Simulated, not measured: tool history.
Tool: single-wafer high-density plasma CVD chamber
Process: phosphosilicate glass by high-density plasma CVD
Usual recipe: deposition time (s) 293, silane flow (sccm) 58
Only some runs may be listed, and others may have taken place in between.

run	hour	deposition time (s)	silane flow (sccm)	wafers since the last listed run	hours since the silane flow controller was replaced	hours since the gauge calibration	read-back reference wafer on the same gauge, thickness_nm	mean film thickness on the monitor wafer (Å)
1	0.0	293	58	0	2934.1	698.1	1429.568	15777.52
2	38.8	293	58	237	2972.9	736.9	1428.770	15697.52
3	86.8	293	58	293	3020.9	784.9	1429.131	15833.49
4	120.9	293	58	208	3055.0	819.0	1429.157	15750.46
5	156.5	319	58	218	3090.6	854.6	1429.957	17199.16
6	186.3	319	58	182	3120.4	884.4	1429.730	17238.53
7	249.5	319	58	387	3183.6	947.6	1430.147	17190.94
8	308.8	293	58	363	3242.9	1006.9	1430.217	15964.60
9	360.7	293	58	317	3294.8	1058.8	1431.341	15859.35
10	395.8	293	58	214	3329.9	1093.9	1428.746	15863.87
11	422.0	293	58	160	3356.1	1120.1	1430.611	15792.40
12	460.0	293	58	232	3394.1	1158.1	1430.321	15912.70
13	526.5	293	58	407	3460.6	1224.6	1431.817	15994.73
14	553.1	293	58	162	3487.2	1251.2	1428.620	15940.45
15	608.1	316	52	336	3542.2	1306.2	1428.953	15419.86
16	676.8	316	52	420	3610.9	1374.9	1431.881	15540.76
17	729.0	316	52	319	3663.1	1427.1	1431.296	15615.87
# hour 749.9: silane flow controller replaced
18	756.6	274	49	120	6.7	1454.7	1428.872	12006.02
# hour 765.8: gauge calibrated
19	811.1	274	49	333	61.2	45.3	1430.692	12053.12
20	876.1	331	67	398	126.2	110.3	1432.396	19866.35
21	926.3	329	58	307	176.4	160.5	1429.001	17176.65
22	965.0	320	58	237	215.1	199.2	1430.163	16741.21
23	1004.9	263	48	244	255.0	239.1	1428.409	11323.98
24	1042.4	243	66	229	292.5	276.6	1427.976	14450.15
25	1079.2	293	58	225	329.3	313.4	1429.824	15324.50
26	1127.5	319	58	295	377.6	361.7	1430.440	16669.50
27	1189.1	248	67	377	439.2	423.3	1430.016	14933.48
28	1233.1	336	51	269	483.2	467.3	1428.555	15437.61
29	1291.7	341	55	358	541.8	525.9	1428.350	17014.53
30	1316.7	345	58	153	566.8	550.9	1430.866	18132.58
31	1350.9	258	66	209	601.0	585.1	1431.280	15373.60
32	1411.4	321	54	370	661.5	645.6	1430.717	15604.57
33	1468.7	319	58	350	718.8	702.9	1430.437	16700.54
34	1510.1	330	51	253	760.2	744.3	1431.346	15227.28
35	1547.0	321	54	225	797.1	781.2	1430.782	15609.74
36	1572.1	314	63	153	822.2	806.3	1428.526	17844.86
37	1598.0	258	51	158	848.1	832.2	1430.459	11844.96
38	1645.3	240	50	289	895.4	879.5	1430.085	10833.38

5 options for the next run, each taken on its own from the tool as it stands now. Forecast them:
A	1645.8	293	58	3	895.9	880.0	?	?
B	1645.8	235	66	3	895.9	880.0	?	?
C	1645.8	309	58	3	895.9	880.0	?	?
D	1645.8	270	64	3	895.9	880.0	?	?
E	1645.8	293	51	3	895.9	880.0	?	?

run	read-back reference wafer on the same gauge, thickness_nm	mean film thickness on the monitor wafer (Å)
A	1429.097	15400.15
B	1429.097	14055.34
C	1429.097	16241.12
D	1429.097	15659.33
E	1429.097	13541.51
Stripped of hidden state, with their random variation kept, the same runs would have yielded:
run	mean film thickness on the monitor wafer (Å)
A	15299.92
B	13963.86
C	16135.41
D	15557.41
E	13453.38
